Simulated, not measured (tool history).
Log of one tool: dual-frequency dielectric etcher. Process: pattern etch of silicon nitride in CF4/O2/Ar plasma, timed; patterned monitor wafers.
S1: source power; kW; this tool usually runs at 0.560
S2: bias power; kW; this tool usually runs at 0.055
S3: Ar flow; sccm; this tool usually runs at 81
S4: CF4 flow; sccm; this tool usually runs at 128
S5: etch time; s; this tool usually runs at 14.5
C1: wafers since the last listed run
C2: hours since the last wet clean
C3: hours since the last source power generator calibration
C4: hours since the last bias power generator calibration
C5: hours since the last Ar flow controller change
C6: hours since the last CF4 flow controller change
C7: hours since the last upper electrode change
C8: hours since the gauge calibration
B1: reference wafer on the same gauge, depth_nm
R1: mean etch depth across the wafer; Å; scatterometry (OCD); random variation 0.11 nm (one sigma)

run     day     S1     S2   S3   S4    S5    C1     C2      C3      C4      C5      C6      C7      C8     B1     R1
  1   0.000  0.480  0.059   81  106  13.0     0  154.7  3113.1  1650.4   553.9   202.5  4496.4  1658.9  28.89  232.8
  2   2.558  0.560  0.061   71  128  16.0   935  216.1  3174.5  1711.8   615.3   263.9  4557.8  1720.3  28.87  346.1
  3   4.592  0.560  0.067   81  142  14.5   743  264.9  3223.3  1760.6   664.1   312.7  4606.6  1769.1  28.90  328.9
      7.062  -- bias power generator calibrated
      8.938  -- upper electrode replaced
  4   8.958  0.560  0.055   81  128  14.5  1170  369.7  3328.1    45.5   768.9   417.5     0.5  1873.9  28.90  296.9
  5  18.088  0.660  0.055   81  128  14.5  3339  588.8  3547.2   264.6   988.0   636.6   219.6  2093.0  28.90  343.6
     21.954  -- wet clean of the chamber
  6  21.975  0.560  0.055   81  118  14.5  1056    0.5  3640.5   357.9  1081.3   729.9   312.9  2186.3  28.89  297.6
  7  24.921  0.620  0.049   66  128  14.5  1077   71.2  3711.2   428.6  1152.0   800.6   383.6  2257.0  28.89  322.3
     26.358  -- gauge calibrated
  8  29.333  0.630  0.055  100  154  14.5  1613  177.1  3817.1   534.5  1257.9   906.5   489.5    71.4  28.92  335.9
  9  33.767  0.560  0.044   81  128  14.5  1621  283.5  3923.5   640.9  1364.3  1012.9   595.9   177.8  28.92  271.6
     35.312  -- source power generator calibrated
 10  36.300  0.560  0.055   81  128  16.0   865  344.3    23.7   701.7  1425.1  1073.7   656.7   238.6  28.89  321.5
 11  40.771  0.560  0.060   81  148  10.5  1635  451.6   131.0   809.0  1532.4  1181.0   764.0   345.9  28.88  220.2
 12  42.671  0.560  0.055   81  128  14.5   694  497.2   176.6   854.6  1578.0  1226.6   809.6   391.5  28.90  290.1

Run 13 comes next. What will it give?
 13  44.767  0.560  0.055  81  128  13.0  766  547.5  226.9  904.9  1628.3  1276.9  859.9  441.8   ?   ?

B1: 28.92
R1: 259.9 Å
Take away the tool's hidden state, keep the run-to-run variation as it was, and the same run would have given R1 262.4 Å.
